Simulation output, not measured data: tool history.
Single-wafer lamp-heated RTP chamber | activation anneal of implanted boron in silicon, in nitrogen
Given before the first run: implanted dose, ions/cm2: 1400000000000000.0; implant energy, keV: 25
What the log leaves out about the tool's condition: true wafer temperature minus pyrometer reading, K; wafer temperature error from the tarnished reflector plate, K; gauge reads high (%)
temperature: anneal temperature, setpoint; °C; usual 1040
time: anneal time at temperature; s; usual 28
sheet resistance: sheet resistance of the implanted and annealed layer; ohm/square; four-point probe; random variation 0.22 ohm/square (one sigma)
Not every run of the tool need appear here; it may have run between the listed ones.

| run | hour | temperature | time | wafers since the last listed run | wafers since the last pyrometer calibration | wafers since the reflector plate was cleaned | hours since the gauge calibration | read-back reference wafer on the same gauge, sheet resistance | sheet resistance |
|---|---|---|---|---|---|---|---|---|---|
| 1 | 0.0 | 1061 | 31 | 0 | 5601 | 9627 | 129.5 | 80.78 | 88.62 |
| 2 | 23.4 | 1061 | 31 | 272 | 5874 | 9900 | 152.9 | 80.80 | 88.44 |
| 3 | 36.8 | 1061 | 31 | 156 | 6030 | 10056 | 166.3 | 80.77 | 88.42 |
| 4 | 46.8 | 1040 | 28 | 116 | 6147 | 10173 | 176.3 | 80.76 | 89.77 |
| 5 | 53.1 | 1040 | 28 | 73 | 6220 | 10246 | 182.6 | 80.82 | 89.79 |
| 6 | 61.3 | 1050 | 34 | 95 | 6316 | 10342 | 190.8 | 80.76 | 89.48 |
| 7 | 69.0 | 1040 | 36 | 89 | 6406 | 10432 | 198.5 | 80.81 | 89.91 |
|  | 77.1 | pyrometer window cleaned and pyrometer calibrated |
| 8 | 79.0 | 1020 | 28 | 23 | 22 | 10455 | 208.5 | 80.83 | 92.25 |
| 9 | 94.6 | 1017 | 28 | 181 | 204 | 10637 | 224.1 | 80.75 | 92.42 |
|  | 97.8 | gauge calibrated |
|  | 105.8 | reflector plate cleaned |
| 10 | 112.0 | 1040 | 28 | 109 | 313 | 72 | 14.2 | 80.88 | 89.65 |
| 11 | 122.2 | 1061 | 28 | 118 | 432 | 191 | 24.4 | 80.79 | 88.81 |
| 12 | 134.1 | 1027 | 24 | 138 | 571 | 330 | 36.3 | 80.74 | 91.59 |
| 13 | 154.1 | 1040 | 28 | 233 | 805 | 563 | 56.3 | 80.80 | 90.01 |
| 14 | 169.5 | 1050 | 34 | 179 | 984 | 742 | 71.7 | 80.68 | 88.96 |
| 15 | 181.4 | 1062 | 44 | 138 | 1123 | 881 | 83.6 | 80.75 | 87.41 |
| 16 | 192.9 | 1051 | 13 | 134 | 1257 | 1015 | 95.1 | 80.89 | 90.32 |
| 17 | 203.1 | 1025 | 43 | 118 | 1376 | 1134 | 105.3 | 80.80 | 91.09 |

List, for all runs, the conditions of the tool that the log does not record:
true wafer temperature minus pyrometer reading, K: 0 on each run
wafer temperature error from the tarnished reflector plate, K: 0 on each run
gauge reads high (%): 0 on each run
